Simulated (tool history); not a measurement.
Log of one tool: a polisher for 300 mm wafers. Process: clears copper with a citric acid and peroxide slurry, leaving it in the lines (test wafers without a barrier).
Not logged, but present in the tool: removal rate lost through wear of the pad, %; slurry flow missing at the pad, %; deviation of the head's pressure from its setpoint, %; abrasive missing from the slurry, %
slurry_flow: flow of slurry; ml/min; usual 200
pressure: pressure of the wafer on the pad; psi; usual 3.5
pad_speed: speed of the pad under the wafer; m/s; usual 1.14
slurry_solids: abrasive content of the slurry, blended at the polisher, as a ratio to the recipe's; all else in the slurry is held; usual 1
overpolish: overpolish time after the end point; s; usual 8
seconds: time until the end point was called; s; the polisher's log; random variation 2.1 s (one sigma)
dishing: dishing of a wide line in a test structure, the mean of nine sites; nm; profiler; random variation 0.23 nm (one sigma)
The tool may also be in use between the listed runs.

run    hour  slurry_flow  pressure  pad_speed  slurry_solids  overpolish  wafers since the last listed run  wafers polished on this pad  hours since the slurry nozzle was cleaned  hours since the head pressure was calibrated  hours since the slurry blender was calibrated  incoming thickness of the incoming film, nm  seconds  dishing
  1       0          200       3.5       1.14              1           8                                 0                         3113                                       53.4                                         803.9                                          432.3                                        463.1      168     11.7
  2    61.6          200       3.5       1.14              1           8                               549                         3662                                        115                                         865.5                                          493.9                                        461.9    164.2     12.4
      102.7  -- slurry blender recalibrated
      106.8  -- worn pad replaced by a new one
  3   128.9          200       3.5       1.14              1           8                               546                          197                                      182.3                                         932.8                                           26.2                                        465.6    167.1     11.9
  4   167.7          200       3.5       1.14              1           8                               345                          543                                      221.1                                         971.6                                             65                                        465.8    166.1     12.2
  5   217.5          200       3.5       1.14              1           8                               443                          987                                      270.9                                        1021.4                                          114.8                                        468.6    168.5     11.8
  6   242.8          180       2.6       1.36            0.9           8                               225                         1212                                      296.2                                        1046.7                                          140.1                                        470.9    223.4       10
  7   295.8          200       3.5       1.24              1           5                               472                         1685                                      349.2                                        1099.7                                          193.1                                        465.1    162.9      8.6
  8     366          200       3.5       1.14              1           8                               625                         2311                                      419.4                                        1169.9                                          263.3                                        471.7    176.9     11.8
  9     390          170       2.8        0.9           1.15           8                               213                         2525                                      443.4                                        1193.9                                          287.3                                        471.5    242.4        9
 10   416.4          200       3.5       1.14            0.9          11                               235                         2760                                      469.8                                        1220.3                                          313.7                                        458.7    178.3     14.6
 11   474.5          200       2.9       1.36              1           8                               517                         3278                                      527.9                                        1278.4                                          371.8                                        471.1    201.3     10.8
      493.8  -- slurry nozzle cleaned
      518.4  -- head pressure recalibrated
 12   531.2          200       3.5       1.14              1           8                               478                         3757                                       37.4                                          12.8                                          428.5                                        466.5    166.6     12.2
        597  -- slurry blender recalibrated
 13   599.4          220       2.9       1.14              1          11                               590                         4347                                      105.6                                            81                                            2.4                                        467.9    200.1     13.3
      650.7  -- worn pad replaced by a new one
 14   657.6          230       3.5       1.14              1           8                               483                           61                                      163.8                                         139.2                                           60.6                                        465.5    163.7     12.3
 15   725.7          225       3.5       1.04            0.9          13                               607                          668                                      231.9                                         207.3                                          128.7                                        457.5    177.2     15.4
 16   763.3          170       3.5       1.14              1           3                               335                         1004                                      269.5                                         244.9                                          166.3                                        470.8    178.6      5.5
 17   827.6          200       3.5       1.14              1           8                               573                         1577                                      333.8                                         309.2                                          230.6                                        469.2      171     12.2
 18   891.4          185       3.5        1.4              1           8                               568                         2146                                      397.6                                           373                                          294.4                                        459.6    153.9     12.8
 19     918          200       3.5       1.14            1.2           6                               237                         2383                                      424.2                                         399.6                                            321                                        463.6    164.3      9.9
 20     944          200       3.5       1.14              1           8                               231                         2615                                      450.2                                         425.6                                            347                                        459.9    171.8     11.5
      960.5  -- slurry nozzle cleaned
     1088.4  -- worn pad replaced by a new one
     1127.6  -- slurry blender recalibrated
 21  1128.1          200       3.1        0.9            1.1           8                              1578                          336                                      167.6                                         609.7                                            0.5                                        463.4    208.4       10
 22  1186.1          250       3.5       1.14              1          11                               517                          853                                      225.6                                         667.7                                           58.5                                        470.7    163.1     15.2
 23  1217.4          200       4.7       0.86            0.9           4                               279                         1132                                      256.9                                           699                                           89.8                                        469.3    157.8      7.6

Expected results for the next run?
 24  1284.6          200       2.9       1.14              1           8                               599                         1731                                      324.1                                         766.2                                            157                                        472.4        ?        ?

{"run 24": {"seconds": 209, "dishing": 10.7}}
The same run, on a tool lacking any hidden state, would have yielded seconds 203 s, dishing 10.9 nm.
